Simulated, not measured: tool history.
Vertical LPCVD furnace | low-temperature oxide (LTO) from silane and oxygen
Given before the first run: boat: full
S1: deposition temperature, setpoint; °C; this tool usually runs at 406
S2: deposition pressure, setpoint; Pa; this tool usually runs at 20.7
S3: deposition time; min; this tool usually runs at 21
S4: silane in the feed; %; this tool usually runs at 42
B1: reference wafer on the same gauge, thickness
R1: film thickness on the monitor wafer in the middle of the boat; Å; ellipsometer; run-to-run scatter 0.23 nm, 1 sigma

run 1 day=0 | S1=406 S2=20.7 S3=21 S4=42 | B1=169.93 | R1=1577.5
run 2 day=0.742 | S1=406 S2=20.7 S3=21 S4=42 | B1=170.02 | R1=1582.7
run 3 day=1.583 | S1=406 S2=20.7 S3=21 S4=42 | B1=169.94 | R1=1579.3
run 4 day=1.908 | S1=411 S2=20.7 S3=21 S4=42 | B1=169.98 | R1=1662.9
run 5 day=2.321 | S1=411 S2=20.7 S3=21 S4=42 | B1=169.96 | R1=1665.1
run 6 day=2.821 | S1=411 S2=20.7 S3=21 S4=42 | B1=170 | R1=1666.5
run 7 day=3.158 | S1=406 S2=20.7 S3=21 S4=42 | B1=170.06 | R1=1587.3
run 8 day=3.929 | S1=406 S2=20.7 S3=21 S4=42 | B1=170.05 | R1=1585.5
run 9 day=4.604 | S1=406 S2=20.7 S3=21 S4=42 | B1=170.01 | R1=1585.2
run 10 day=5.108 | S1=406 S2=20.7 S3=21 S4=42 | B1=169.97 | R1=1584.1
run 11 day=5.612 | S1=406 S2=16.7 S3=21 S4=42 | B1=170.03 | R1=1279
run 12 day=6.196 | S1=406 S2=16.7 S3=21 S4=42 | B1=170 | R1=1278.1
-- day=7.292 pressure gauge zeroed
run 13 day=7.312 | S1=406 S2=16.7 S3=21 S4=42 | B1=169.99 | R1=1277.9
run 14 day=7.512 | S1=406 S2=24 S3=21 S4=42 | B1=169.98 | R1=1844.1
run 15 day=7.712 | S1=406 S2=25.3 S3=21 S4=48 | B1=170.04 | R1=2219.8
-- day=8.779 thermocouples replaced and temperature profile calibrated
-- day=9.267 silane flow controller replaced
run 16 day=9.783 | S1=410 S2=18 S3=28.5 S4=42 | B1=170 | R1=1910.2
run 17 day=10.121 | S1=406 S2=20.7 S3=24 S4=42 | B1=169.93 | R1=1761.8
-- day=10.183 gauge calibrated
run 18 day=10.471 | S1=406 S2=19.3 S3=28 S4=35 | B1=170.02 | R1=1544.3
run 19 day=11.312 | S1=406 S2=20.7 S3=21 S4=42 | B1=169.96 | R1=1545.3
run 20 day=12.375 | S1=406 S2=20.7 S3=21 S4=42 | B1=169.91 | R1=1550.9
run 21 day=12.7 | S1=406 S2=18.7 S3=24 S4=34 | B1=169.99 | R1=1225.7
run 22 day=13.104 | S1=406 S2=20.7 S3=21 S4=42 | B1=170.08 | R1=1546.8
run 23 day=13.696 | S1=412 S2=20.7 S3=21 S4=42 | B1=170.02 | R1=1645.4
run 24 day=14.362 | S1=412 S2=20.7 S3=21 S4=42 | B1=170.04 | R1=1643.3
run 25 day=14.817 | S1=406 S2=20.7 S3=21 S4=42 | B1=169.96 | R1=1545.5
run 26 day=15.496 | S1=413 S2=18 S3=21 S4=45 | B1=170.02 | R1=1560.6
run 27 day=16.071 | S1=399 S2=16 S3=26 S4=46 | B1=169.89 | R1=1511.6

Each row is a separate what-if for the run after 27, all from the same tool condition, not one after another. Results?
run A day=16.275 | S1=406 S2=20.7 S3=21 S4=42 | B1=? | R1=?
run B day=16.275 | S1=406 S2=23.3 S3=21 S4=42 | B1=? | R1=?
run C day=16.275 | S1=400 S2=18.7 S3=25 S4=40 | B1=? | R1=?
run D day=16.275 | S1=406 S2=20.7 S3=21 S4=39 | B1=? | R1=?
run E day=16.275 | S1=418 S2=20.7 S3=26 S4=42 | B1=? | R1=?

run=A B1=170.03 R1=1548.1
run=B B1=170.03 R1=1747.8
run=C B1=170.03 R1=1475.3
run=D B1=170.03 R1=1421.3
run=E B1=170.03 R1=2169.8
With no hidden state in the tool, these same runs would have given:
run=A R1=1539.8
run=B R1=1738.5
run=C R1=1467.1
run=D R1=1413.6
run=E R1=2158.7
